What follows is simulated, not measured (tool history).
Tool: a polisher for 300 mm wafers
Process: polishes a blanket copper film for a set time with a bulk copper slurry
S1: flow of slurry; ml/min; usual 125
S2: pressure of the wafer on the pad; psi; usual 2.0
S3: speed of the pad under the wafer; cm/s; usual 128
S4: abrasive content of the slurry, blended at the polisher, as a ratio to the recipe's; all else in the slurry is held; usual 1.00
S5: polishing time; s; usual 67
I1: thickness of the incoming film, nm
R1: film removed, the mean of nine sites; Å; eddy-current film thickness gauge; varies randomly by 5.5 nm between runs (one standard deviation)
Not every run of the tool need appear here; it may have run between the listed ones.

run	hour	S1	S2	S3	S4	S5	I1	R1
1	0.0	125	2.0	128	1.00	67	2343.4	6517
2	15.3	125	2.0	128	1.00	67	2371.6	6536
# hour 29.8: worn pad replaced by a new one
3	32.4	125	2.0	128	1.00	67	2338.4	6429
4	46.4	125	2.0	128	1.00	67	2335.9	6633
5	61.7	135	2.0	128	1.00	67	2308.3	6633
6	88.1	125	2.0	128	1.00	67	2350.7	6641
7	122.3	125	2.0	128	0.70	67	2368.9	6371
8	148.9	125	2.0	158	0.80	53	2300.7	6133
# hour 168.5: slurry nozzle cleaned
9	169.7	145	1.8	128	1.00	67	2332.7	6235
# hour 191.3: head pressure recalibrated
10	204.1	125	2.0	128	1.00	67	2296.7	5938
11	238.2	110	1.4	128	1.00	50	2359.5	3133
12	262.4	105	1.6	92	1.00	67	2333.9	3669
# hour 274.8: slurry blender recalibrated
13	278.0	125	2.0	128	1.00	84	2340.9	7561
# hour 282.9: worn pad replaced by a new one
14	290.5	125	2.0	128	1.00	67	2335.8	6087
15	311.1	125	1.3	128	1.00	67	2299.8	4067
16	333.4	125	2.0	128	1.00	67	2300.0	6205
17	361.1	125	2.2	128	1.00	67	2324.5	6801
18	392.1	100	2.0	128	1.00	67	2328.8	5906
19	419.5	125	2.0	128	1.00	67	2302.4	6228
20	432.0	100	1.6	152	1.00	46	2333.7	3768
21	454.5	165	2.0	128	1.00	82	2282.3	8228
# hour 471.7: slurry nozzle cleaned
22	488.2	90	2.0	144	1.25	54	2332.1	5269
23	509.6	125	2.0	128	1.00	67	2356.0	6314
24	524.3	110	1.3	114	1.00	52	2305.8	2939
# hour 537.0: worn pad replaced by a new one
25	538.5	125	2.2	128	1.00	49	2349.1	5134
26	562.7	90	2.0	144	1.25	54	2332.3	5400
27	579.4	95	2.7	128	1.00	67	2335.0	8090
28	598.3	125	2.0	128	1.00	67	2306.2	6567
29	627.3	125	2.0	142	1.30	67	2345.3	7359

Below, some changes in R1 between adjacent runs. For each, the amount present without the hidden state too (settings, incoming material, random variation) and the amount remaining for the hidden state with gauge scatter not shared by both compared results:
What the log doesn't record here: removal rate lost through wear of the pad, %; slurry flow missing at the pad, %; deviation of the head's pressure from its setpoint, %; abrasive missing from the slurry, %.
Run 9 -> 10: S1 145 -> 125, S2 1.8 -> 2.0, head pressure recalibrated. R1 -297 Å: hidden state -662, all else +365.
Run 12 -> 13: S1 105 -> 125, S2 1.6 -> 2.0, S3 92 -> 128, S5 67 -> 84, slurry blender recalibrated. R1 +3892 Å: hidden state +40, all else +3852.
Run 20 -> 21: S1 100 -> 165, S2 1.6 -> 2.0, S3 152 -> 128, S5 46 -> 82. R1 +4460 Å: hidden state +192, all else +4268.
